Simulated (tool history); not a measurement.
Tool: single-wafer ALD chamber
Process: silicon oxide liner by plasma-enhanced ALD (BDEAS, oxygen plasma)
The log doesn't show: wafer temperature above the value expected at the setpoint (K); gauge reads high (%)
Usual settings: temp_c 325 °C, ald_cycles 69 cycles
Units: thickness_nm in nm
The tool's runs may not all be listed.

run   hour  temp_c  ald_cycles  wafers since the last listed run  hours since the last thermocouple change  hours since the gauge calibration  read-back reference wafer on the same gauge, thickness_nm  thickness_nm
  1      0     325          69                                 0                                    1819.8                              317.9                                                      6.761         6.656
  2   65.8     325          69                               471                                    1885.6                              383.7                                                      6.764          6.66
  3   94.6     325          69                               206                                    1914.4                              412.5                                                       6.77         6.692
  4  126.7     329          69                               229                                    1946.5                              444.6                                                       6.78         6.642
  5  150.7     329          69                               171                                    1970.5                              468.6                                                      6.778         6.628
  6  190.9     329          69                               287                                    2010.7                              508.8                                                      6.783         6.645
  7    223     325          69                               229                                    2042.8                              540.9                                                      6.787         6.697
  8  273.2     325          69                               359                                      2093                              591.1                                                      6.787          6.68
  9  325.3     318          69                               373                                    2145.1                              643.2                                                      6.803         6.764
 10  365.4     318          69                               287                                    2185.2                              683.3                                                      6.805         6.756
 11  414.2     310          78                               349                                      2234                              732.1                                                      6.802         7.701
 12  473.7     338          82                               426                                    2293.5                              791.6                                                      6.808         7.848
     519.6  -- thermocouple changed; heater temperature recalibrated
 13  520.1     325          69                               275                                       0.5                                838                                                      6.809         6.718
 14  575.4     316          69                               396                                      55.8                              893.3                                                      6.824           6.8
     608.6  -- gauge calibrated
 15  629.3     331          55                               386                                     109.7                               20.7                                                      6.739         5.237
 16  692.6     329          59                               453                                       173                                 84                                                      6.751          5.66
 17  742.3     336          56                               355                                     222.7                              133.7                                                      6.755         5.319
 18  812.1     318          73                               499                                     292.5                              203.5                                                      6.751         7.129
 19    860     325          64                               343                                     340.4                              251.4                                                      6.762         6.189
 20  907.2     325          69                               338                                     387.6                              298.6                                                      6.764         6.689

Forecast each of these 5 alternatives for the next run:
  A  907.7     325          80                                 3                                     388.1                              299.1                                                          ?             ?
  B  907.7     319          65                                 3                                     388.1                              299.1                                                          ?             ?
  C  907.7     331          65                                 3                                     388.1                              299.1                                                          ?             ?
  D  907.7     317          69                                 3                                     388.1                              299.1                                                          ?             ?
  E  907.7     319          59                                 3                                     388.1                              299.1                                                          ?             ?

run  read-back reference wafer on the same gauge, thickness_nm  thickness_nm
  A                                                      6.763         7.707
  B                                                      6.763         6.309
  C                                                      6.763         6.214
  D                                                      6.763         6.715
  E                                                      6.763         5.727
Without the tool's hidden state the same runs would have given:
run  thickness_nm
  A         7.659
  B         6.271
  C         6.175
  D         6.673
  E         5.692

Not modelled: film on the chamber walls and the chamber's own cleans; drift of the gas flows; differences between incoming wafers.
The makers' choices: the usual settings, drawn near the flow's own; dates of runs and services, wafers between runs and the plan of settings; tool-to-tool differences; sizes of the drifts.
